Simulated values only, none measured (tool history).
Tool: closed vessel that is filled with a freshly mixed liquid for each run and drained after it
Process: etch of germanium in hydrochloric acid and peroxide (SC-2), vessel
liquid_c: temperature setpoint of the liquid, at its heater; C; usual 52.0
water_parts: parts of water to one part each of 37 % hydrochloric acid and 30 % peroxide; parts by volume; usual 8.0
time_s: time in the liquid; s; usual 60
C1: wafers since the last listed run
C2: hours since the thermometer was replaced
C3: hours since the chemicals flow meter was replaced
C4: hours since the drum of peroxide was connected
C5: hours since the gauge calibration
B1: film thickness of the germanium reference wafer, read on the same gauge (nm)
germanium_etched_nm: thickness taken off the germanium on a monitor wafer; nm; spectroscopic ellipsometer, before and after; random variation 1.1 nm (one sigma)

{"run": 1, "hour": 0.0, "liquid_c": 52.0, "water_parts": 8.0, "time_s": 60, "C1": 0, "C2": 395.3, "C3": 1542.5, "C4": 836.7, "C5": 235.9, "B1": 50.0, "germanium_etched_nm": 113.32}
{"run": 2, "hour": 74.5, "liquid_c": 52.0, "water_parts": 9.0, "time_s": 75, "C1": 7818, "C2": 469.8, "C3": 1617.0, "C4": 911.2, "C5": 310.4, "B1": 49.99, "germanium_etched_nm": 138.88}
{"hour": 99.8, "done": "new drum of peroxide connected"}
{"hour": 124.7, "done": "chemicals flow meter replaced"}
{"run": 3, "hour": 166.1, "liquid_c": 56.0, "water_parts": 8.0, "time_s": 60, "C1": 9403, "C2": 561.4, "C3": 41.4, "C4": 66.3, "C5": 402.0, "B1": 49.98, "germanium_etched_nm": 128.77}
{"run": 4, "hour": 255.8, "liquid_c": 52.0, "water_parts": 8.0, "time_s": 60, "C1": 9414, "C2": 651.1, "C3": 131.1, "C4": 156.0, "C5": 491.7, "B1": 49.98, "germanium_etched_nm": 110.63}
{"run": 5, "hour": 362.3, "liquid_c": 52.0, "water_parts": 8.0, "time_s": 60, "C1": 11177, "C2": 757.6, "C3": 237.6, "C4": 262.5, "C5": 598.2, "B1": 50.01, "germanium_etched_nm": 109.3}
{"run": 6, "hour": 455.6, "liquid_c": 52.0, "water_parts": 8.0, "time_s": 60, "C1": 9792, "C2": 850.9, "C3": 330.9, "C4": 355.8, "C5": 691.5, "B1": 50.02, "germanium_etched_nm": 109.52}
{"run": 7, "hour": 496.9, "liquid_c": 52.0, "water_parts": 8.0, "time_s": 60, "C1": 4334, "C2": 892.2, "C3": 372.2, "C4": 397.1, "C5": 732.8, "B1": 50.01, "germanium_etched_nm": 109.13}
{"run": 8, "hour": 595.0, "liquid_c": 52.0, "water_parts": 8.0, "time_s": 60, "C1": 10295, "C2": 990.3, "C3": 470.3, "C4": 495.2, "C5": 830.9, "B1": 49.97, "germanium_etched_nm": 108.91}
{"hour": 653.7, "done": "thermometer replaced"}
{"run": 9, "hour": 681.1, "liquid_c": 52.0, "water_parts": 8.0, "time_s": 60, "C1": 8931, "C2": 27.4, "C3": 556.4, "C4": 581.3, "C5": 917.0, "B1": 50.01, "germanium_etched_nm": 116.76}
{"run": 10, "hour": 787.6, "liquid_c": 55.5, "water_parts": 8.0, "time_s": 80, "C1": 11177, "C2": 133.9, "C3": 662.9, "C4": 687.8, "C5": 1023.5, "B1": 49.98, "germanium_etched_nm": 171.39}
{"run": 11, "hour": 844.4, "liquid_c": 52.0, "water_parts": 8.0, "time_s": 60, "C1": 5961, "C2": 190.7, "C3": 719.7, "C4": 744.6, "C5": 1080.3, "B1": 50.01, "germanium_etched_nm": 112.76}
{"run": 12, "hour": 916.0, "liquid_c": 52.0, "water_parts": 8.0, "time_s": 60, "C1": 7514, "C2": 262.3, "C3": 791.3, "C4": 816.2, "C5": 1151.9, "B1": 49.98, "germanium_etched_nm": 114.84}
{"hour": 926.2, "done": "new drum of peroxide connected"}
{"run": 13, "hour": 954.1, "liquid_c": 52.0, "water_parts": 6.0, "time_s": 60, "C1": 3893, "C2": 300.4, "C3": 829.4, "C4": 27.9, "C5": 1190.0, "B1": 50.0, "germanium_etched_nm": 116.04}
{"run": 14, "hour": 1048.0, "liquid_c": 52.0, "water_parts": 6.5, "time_s": 35, "C1": 9855, "C2": 394.3, "C3": 923.3, "C4": 121.8, "C5": 1283.9, "B1": 49.98, "germanium_etched_nm": 68.24}
{"hour": 1055.1, "done": "gauge calibrated"}
{"run": 15, "hour": 1113.5, "liquid_c": 52.0, "water_parts": 11.5, "time_s": 60, "C1": 6874, "C2": 459.8, "C3": 988.8, "C4": 187.3, "C5": 58.4, "B1": 50.04, "germanium_etched_nm": 109.61}
{"run": 16, "hour": 1175.1, "liquid_c": 52.0, "water_parts": 8.0, "time_s": 60, "C1": 6465, "C2": 521.4, "C3": 1050.4, "C4": 248.9, "C5": 120.0, "B1": 49.98, "germanium_etched_nm": 112.37}
{"run": 17, "hour": 1235.6, "liquid_c": 52.0, "water_parts": 4.0, "time_s": 75, "C1": 6349, "C2": 581.9, "C3": 1110.9, "C4": 309.4, "C5": 180.5, "B1": 50.01, "germanium_etched_nm": 144.46}
{"run": 18, "hour": 1333.9, "liquid_c": 49.0, "water_parts": 8.0, "time_s": 60, "C1": 10316, "C2": 680.2, "C3": 1209.2, "C4": 407.7, "C5": 278.8, "B1": 50.0, "germanium_etched_nm": 101.37}
{"run": 19, "hour": 1392.4, "liquid_c": 52.0, "water_parts": 8.0, "time_s": 60, "C1": 6139, "C2": 738.7, "C3": 1267.7, "C4": 466.2, "C5": 337.3, "B1": 50.0, "germanium_etched_nm": 109.57}
{"run": 20, "hour": 1456.1, "liquid_c": 42.5, "water_parts": 10.5, "time_s": 35, "C1": 6685, "C2": 802.4, "C3": 1331.4, "C4": 529.9, "C5": 401.0, "B1": 50.01, "germanium_etched_nm": 45.62}
{"hour": 1473.6, "done": "chemicals flow meter replaced"}
{"hour": 1569.2, "done": "thermometer replaced"}
{"run": 21, "hour": 1634.0, "liquid_c": 52.0, "water_parts": 12.0, "time_s": 60, "C1": 18461, "C2": 64.8, "C3": 160.4, "C4": 707.8, "C5": 578.9, "B1": 50.02, "germanium_etched_nm": 110.8}
{"run": 22, "hour": 1731.1, "liquid_c": 52.0, "water_parts": 8.0, "time_s": 60, "C1": 10190, "C2": 161.9, "C3": 257.5, "C4": 804.9, "C5": 676.0, "B1": 50.0, "germanium_etched_nm": 114.02}
{"run": 23, "hour": 1771.1, "liquid_c": 52.0, "water_parts": 5.0, "time_s": 60, "C1": 4198, "C2": 201.9, "C3": 297.5, "C4": 844.9, "C5": 716.0, "B1": 50.02, "germanium_etched_nm": 113.81}
{"run": 24, "hour": 1856.2, "liquid_c": 44.5, "water_parts": 5.0, "time_s": 30, "C1": 8931, "C2": 287.0, "C3": 382.6, "C4": 930.0, "C5": 801.1, "B1": 50.01, "germanium_etched_nm": 44.12}

3 ways to go on from here, each from the tool as it stands after run 24. What would each give?
{"run": "A", "hour": 1856.9, "liquid_c": 60.0, "water_parts": 8.0, "time_s": 60, "C1": 73, "C2": 287.7, "C3": 383.3, "C4": 930.7, "C5": 801.8, "B1": "?", "germanium_etched_nm": "?"}
{"run": "B", "hour": 1856.9, "liquid_c": 52.0, "water_parts": 4.5, "time_s": 85, "C1": 73, "C2": 287.7, "C3": 383.3, "C4": 930.7, "C5": 801.8, "B1": "?", "germanium_etched_nm": "?"}
{"run": "C", "hour": 1856.9, "liquid_c": 52.0, "water_parts": 8.0, "time_s": 35, "C1": 73, "C2": 287.7, "C3": 383.3, "C4": 930.7, "C5": 801.8, "B1": "?", "germanium_etched_nm": "?"}

run=A B1=50.00 germanium_etched_nm=144.89
run=B B1=50.00 germanium_etched_nm=164.40
run=C B1=50.00 germanium_etched_nm=66.11
Without the tool's hidden state the same runs would have given:
run=A germanium_etched_nm=149.58
run=B germanium_etched_nm=170.12
run=C germanium_etched_nm=68.37
